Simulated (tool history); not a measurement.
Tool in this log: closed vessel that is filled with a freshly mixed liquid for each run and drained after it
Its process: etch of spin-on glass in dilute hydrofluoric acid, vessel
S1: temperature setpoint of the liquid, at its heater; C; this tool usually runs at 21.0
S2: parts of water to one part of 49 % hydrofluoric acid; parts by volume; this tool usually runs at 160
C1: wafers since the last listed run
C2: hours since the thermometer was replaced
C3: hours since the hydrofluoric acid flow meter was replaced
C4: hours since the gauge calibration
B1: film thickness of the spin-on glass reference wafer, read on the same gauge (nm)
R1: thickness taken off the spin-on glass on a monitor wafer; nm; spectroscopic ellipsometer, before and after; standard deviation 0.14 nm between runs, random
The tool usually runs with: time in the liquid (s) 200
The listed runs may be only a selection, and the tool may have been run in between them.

Run 1, hour 0.0: usual settings but S1 17.5 C; C1 0; C2 396.3; C3 1297.7; C4 3436.1; B1 149.98. Result: R1 24.70 nm.
Run 2, hour 56.4: usual settings but S1 17.5 C; C1 3624; C2 452.7; C3 1354.1; C4 3492.5; B1 150.00. Result: R1 24.82 nm.
Run 3, hour 93.8: usual settings but S1 24.0 C, S2 200 parts by volume; C1 2403; C2 490.1; C3 1391.5; C4 3529.9; B1 149.99. Result: R1 24.69 nm.
Run 4, hour 162.2: usual settings but S1 24.0 C, S2 200 parts by volume; C1 4395; C2 558.5; C3 1459.9; C4 3598.3; B1 150.00. Result: R1 24.62 nm.
Run 5, hour 221.9: usual settings but S1 17.0 C, S2 115 parts by volume; C1 3836; C2 618.2; C3 1519.6; C4 3658.0; B1 149.99. Result: R1 35.83 nm.
Run 6, hour 266.2: usual settings but S1 17.0 C, S2 115 parts by volume; C1 2846; C2 662.5; C3 1563.9; C4 3702.3; B1 149.94. Result: R1 35.49 nm.
Run 7, hour 347.7: usual settings; C1 5237; C2 744.0; C3 1645.4; C4 3783.8; B1 149.95. Result: R1 28.73 nm.
At hour 499.6: hydrofluoric acid flow meter replaced.
Run 8, hour 609.8: usual settings but S2 220 parts by volume; C1 16779; C2 1006.1; C3 110.2; C4 4045.9; B1 150.00. Result: R1 19.62 nm.
Run 9, hour 702.9: usual settings but time in the liquid (s) 265; C1 5983; C2 1099.2; C3 203.3; C4 4139.0; B1 150.01. Result: R1 37.61 nm.
Run 10, hour 741.5: usual settings; C1 2480; C2 1137.8; C3 241.9; C4 4177.6; B1 149.97. Result: R1 28.61 nm.
Run 11, hour 805.3: usual settings but S2 225 parts by volume; C1 4100; C2 1201.6; C3 305.7; C4 4241.4; B1 149.98. Result: R1 19.17 nm.
Run 12, hour 894.0: usual settings but S1 23.0 C, S2 195 parts by volume, time in the liquid (s) 240; C1 5700; C2 1290.3; C3 394.4; C4 4330.1; B1 150.02. Result: R1 29.33 nm.
Run 13, hour 958.8: usual settings but S2 120 parts by volume, time in the liquid (s) 310; C1 4164; C2 1355.1; C3 459.2; C4 4394.9; B1 150.04. Result: R1 62.24 nm.
At hour 997.9: gauge calibrated.
Run 14, hour 1042.8: usual settings but S1 17.0 C, S2 110 parts by volume, time in the liquid (s) 260; C1 5398; C2 1439.1; C3 543.2; C4 44.9; B1 150.03. Result: R1 49.16 nm.
Run 15, hour 1138.4: usual settings but S1 17.0 C, S2 225 parts by volume, time in the liquid (s) 320; C1 6143; C2 1534.7; C3 638.8; C4 140.5; B1 150.00. Result: R1 26.52 nm.
Run 16, hour 1190.6: usual settings but S1 25.0 C, S2 100 parts by volume, time in the liquid (s) 110; C1 3354; C2 1586.9; C3 691.0; C4 192.7; B1 150.03. Result: R1 32.41 nm.
Run 17, hour 1287.4: usual settings but time in the liquid (s) 310; C1 6220; C2 1683.7; C3 787.8; C4 289.5; B1 150.06. Result: R1 45.22 nm.
Run 18, hour 1336.3: usual settings but S2 125 parts by volume; C1 3142; C2 1732.6; C3 836.7; C4 338.4; B1 150.02. Result: R1 38.97 nm.
Run 19, hour 1413.0: usual settings but S1 19.5 C, S2 85 parts by volume, time in the liquid (s) 235; C1 4929; C2 1809.3; C3 913.4; C4 415.1; B1 150.00. Result: R1 66.84 nm.
Run 20, hour 1497.6: usual settings but S1 18.5 C, S2 100 parts by volume, time in the liquid (s) 120; C1 5436; C2 1893.9; C3 998.0; C4 499.7; B1 149.97. Result: R1 27.30 nm.
Run 21, hour 1588.7: usual settings; C1 5854; C2 1985.0; C3 1089.1; C4 590.8; B1 150.01. Result: R1 29.55 nm.
Run 22, hour 1638.9: usual settings but S1 17.0 C, time in the liquid (s) 85; C1 3226; C2 2035.2; C3 1139.3; C4 641.0; B1 150.03. Result: R1 10.71 nm.
Run 23, hour 1704.4: usual settings but S1 17.0 C, S2 225 parts by volume, time in the liquid (s) 280; C1 4209; C2 2100.7; C3 1204.8; C4 706.5; B1 149.98. Result: R1 23.82 nm.
At hour 1708.1: thermometer replaced.
Run 24, hour 1754.7: usual settings but S1 25.0 C, S2 100 parts by volume, time in the liquid (s) 110; C1 3168; C2 46.6; C3 1255.1; C4 756.8; B1 149.98. Result: R1 31.25 nm.
Run 25, hour 1972.1: usual settings but S2 200 parts by volume, time in the liquid (s) 110; C1 13971; C2 264.0; C3 1472.5; C4 974.2; B1 149.99. Result: R1 12.01 nm.
Run 26, hour 2027.0: usual settings but S1 25.0 C, S2 80 parts by volume, time in the liquid (s) 100; C1 3528; C2 318.9; C3 1527.4; C4 1029.1; B1 150.02. Result: R1 36.60 nm.
Run 27, hour 2101.6: usual settings; C1 4794; C2 393.5; C3 1602.0; C4 1103.7; B1 150.00. Result: R1 28.89 nm.
Run 28, hour 2196.8: usual settings but S2 85 parts by volume, time in the liquid (s) 100; C1 6117; C2 488.7; C3 1697.2; C4 1198.9; B1 150.03. Result: R1 29.18 nm.
Run 29, hour 2288.7: usual settings; C1 5905; C2 580.6; C3 1789.1; C4 1290.8; B1 150.01. Result: R1 28.56 nm.
At hour 2324.4: hydrofluoric acid flow meter replaced.
Run 30, hour 2366.1: usual settings; C1 4909; C2 658.0; C3 41.7; C4 1368.2; B1 150.01. Result: R1 28.53 nm.
Run 31, hour 2414.4: usual settings but S2 225 parts by volume, time in the liquid (s) 120; C1 3103; C2 706.3; C3 90.0; C4 1416.5; B1 150.04. Result: R1 11.24 nm.
Run 32, hour 2487.7: usual settings but S1 18.0 C, S2 100 parts by volume, time in the liquid (s) 85; C1 4710; C2 779.6; C3 163.3; C4 1489.8; B1 149.95. Result: R1 18.35 nm.
Run 33, hour 2565.6: usual settings; C1 5006; C2 857.5; C3 241.2; C4 1567.7; B1 150.02. Result: R1 28.65 nm.

Predict each of these 4 candidate next runs independently; none follows another, all start after run 33:
Run A, hour 2566.3: usual settings but time in the liquid (s) 165; C1 44; C2 858.2; C3 241.9; C4 1568.4; B1 ?. Result: R1 ?.
Run B, hour 2566.3: usual settings but S1 17.5 C, S2 190 parts by volume, time in the liquid (s) 275; C1 44; C2 858.2; C3 241.9; C4 1568.4; B1 ?. Result: R1 ?.
Run C, hour 2566.3: usual settings but time in the liquid (s) 255; C1 44; C2 858.2; C3 241.9; C4 1568.4; B1 ?. Result: R1 ?.
Run D, hour 2566.3: usual settings but S1 17.0 C, S2 110 parts by volume, time in the liquid (s) 150; C1 44; C2 858.2; C3 241.9; C4 1568.4; B1 ?. Result: R1 ?.

run      B1     R1
  A  150.00  23.56
  B  150.00  27.96
  C  150.00  36.41
  D  150.00  27.93
With no hidden state in the tool, these same runs would have given:
run     R1
  A  23.01
  B  27.30
  C  35.57
  D  27.25
